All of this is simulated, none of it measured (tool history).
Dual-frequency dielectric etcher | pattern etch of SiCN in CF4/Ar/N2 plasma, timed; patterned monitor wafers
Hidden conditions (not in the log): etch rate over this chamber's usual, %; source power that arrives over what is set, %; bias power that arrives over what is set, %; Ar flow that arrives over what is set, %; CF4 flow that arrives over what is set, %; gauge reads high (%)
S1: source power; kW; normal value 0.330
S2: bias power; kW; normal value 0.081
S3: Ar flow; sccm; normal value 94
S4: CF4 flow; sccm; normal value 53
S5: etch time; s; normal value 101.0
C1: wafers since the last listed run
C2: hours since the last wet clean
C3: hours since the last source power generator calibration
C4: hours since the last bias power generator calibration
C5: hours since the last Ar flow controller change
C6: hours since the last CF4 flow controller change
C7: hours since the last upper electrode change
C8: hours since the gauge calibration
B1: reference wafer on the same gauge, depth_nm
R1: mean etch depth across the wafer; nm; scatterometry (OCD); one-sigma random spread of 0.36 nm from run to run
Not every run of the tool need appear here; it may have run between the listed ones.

{"run": 1, "day": 0.0, "S1": 0.33, "S2": 0.081, "S3": 94, "S4": 53, "S5": 101.0, "C1": 0, "C2": 220.9, "C3": 2629.2, "C4": 2446.4, "C5": 5333.5, "C6": 2436.9, "C7": 1914.3, "C8": 1300.1, "B1": 66.4, "R1": 67.9}
{"day": 1.512, "done": "bias power generator calibrated"}
{"day": 3.125, "done": "source power generator calibrated"}
{"run": 2, "day": 3.146, "S1": 0.33, "S2": 0.081, "S3": 94, "S4": 53, "S5": 101.0, "C1": 785, "C2": 296.4, "C3": 0.5, "C4": 39.2, "C5": 5409.0, "C6": 2512.4, "C7": 1989.8, "C8": 1375.6, "B1": 66.5, "R1": 66.6}
{"run": 3, "day": 4.75, "S1": 0.33, "S2": 0.081, "S3": 94, "S4": 53, "S5": 101.0, "C1": 447, "C2": 334.9, "C3": 39.0, "C4": 77.7, "C5": 5447.5, "C6": 2550.9, "C7": 2028.3, "C8": 1414.1, "B1": 66.4, "R1": 66.0}
{"day": 5.0, "done": "Ar flow controller replaced"}
{"day": 6.95, "done": "wet clean of the chamber"}
{"run": 4, "day": 6.971, "S1": 0.33, "S2": 0.081, "S3": 94, "S4": 53, "S5": 101.0, "C1": 271, "C2": 0.5, "C3": 92.3, "C4": 131.0, "C5": 47.3, "C6": 2604.2, "C7": 2081.6, "C8": 1467.4, "B1": 66.5, "R1": 66.2}
{"run": 5, "day": 7.912, "S1": 0.33, "S2": 0.081, "S3": 94, "S4": 53, "S5": 101.0, "C1": 262, "C2": 23.1, "C3": 114.9, "C4": 153.6, "C5": 69.9, "C6": 2626.8, "C7": 2104.2, "C8": 1490.0, "B1": 66.4, "R1": 66.1}
{"day": 8.929, "done": "upper electrode replaced"}
{"run": 6, "day": 9.604, "S1": 0.33, "S2": 0.081, "S3": 94, "S4": 53, "S5": 108.5, "C1": 193, "C2": 63.7, "C3": 155.5, "C4": 194.2, "C5": 110.5, "C6": 2667.4, "C7": 16.2, "C8": 1530.6, "B1": 66.6, "R1": 71.2}
{"run": 7, "day": 11.504, "S1": 0.33, "S2": 0.081, "S3": 94, "S4": 53, "S5": 101.0, "C1": 530, "C2": 109.3, "C3": 201.1, "C4": 239.8, "C5": 156.1, "C6": 2713.0, "C7": 61.8, "C8": 1576.2, "B1": 66.6, "R1": 66.9}
{"run": 8, "day": 14.067, "S1": 0.33, "S2": 0.066, "S3": 94, "S4": 53, "S5": 101.0, "C1": 715, "C2": 170.8, "C3": 262.6, "C4": 301.3, "C5": 217.6, "C6": 2774.5, "C7": 123.3, "C8": 1637.7, "B1": 66.5, "R1": 63.1}
{"day": 14.3, "done": "gauge calibrated"}
{"run": 9, "day": 16.629, "S1": 0.33, "S2": 0.081, "S3": 94, "S4": 53, "S5": 101.0, "C1": 715, "C2": 232.3, "C3": 324.1, "C4": 362.8, "C5": 279.1, "C6": 2836.0, "C7": 184.8, "C8": 55.9, "B1": 66.5, "R1": 66.7}
{"run": 10, "day": 19.292, "S1": 0.33, "S2": 0.081, "S3": 94, "S4": 53, "S5": 101.0, "C1": 743, "C2": 296.2, "C3": 388.0, "C4": 426.7, "C5": 343.0, "C6": 2899.9, "C7": 248.7, "C8": 119.8, "B1": 66.6, "R1": 66.6}
{"day": 25.654, "done": "wet clean of the chamber"}
{"run": 11, "day": 27.421, "S1": 0.26, "S2": 0.081, "S3": 117, "S4": 53, "S5": 101.0, "C1": 1989, "C2": 42.4, "C3": 583.1, "C4": 621.8, "C5": 538.1, "C6": 3095.0, "C7": 443.8, "C8": 314.9, "B1": 66.6, "R1": 55.6}
{"day": 29.3, "done": "CF4 flow controller replaced"}
{"run": 12, "day": 29.533, "S1": 0.29, "S2": 0.081, "S3": 94, "S4": 53, "S5": 101.0, "C1": 519, "C2": 93.1, "C3": 633.8, "C4": 672.5, "C5": 588.8, "C6": 5.6, "C7": 494.5, "C8": 365.6, "B1": 66.4, "R1": 61.9}
{"run": 13, "day": 31.275, "S1": 0.33, "S2": 0.081, "S3": 83, "S4": 53, "S5": 113.5, "C1": 486, "C2": 134.9, "C3": 675.6, "C4": 714.3, "C5": 630.6, "C6": 47.4, "C7": 536.3, "C8": 407.4, "B1": 66.5, "R1": 77.1}

Run 14 is up next; what results do you expect?
{"run": 14, "day": 32.792, "S1": 0.33, "S2": 0.091, "S3": 94, "S4": 53, "S5": 126.0, "C1": 423, "C2": 171.3, "C3": 712.0, "C4": 750.7, "C5": 667.0, "C6": 83.8, "C7": 572.7, "C8": 443.8, "B1": "?", "R1": "?"}

Run 14 came out at B1 66.6, R1 86.4 nm.
On a tool with no hidden condition, and with the same random variation, this run would have come out at R1 84.9 nm.
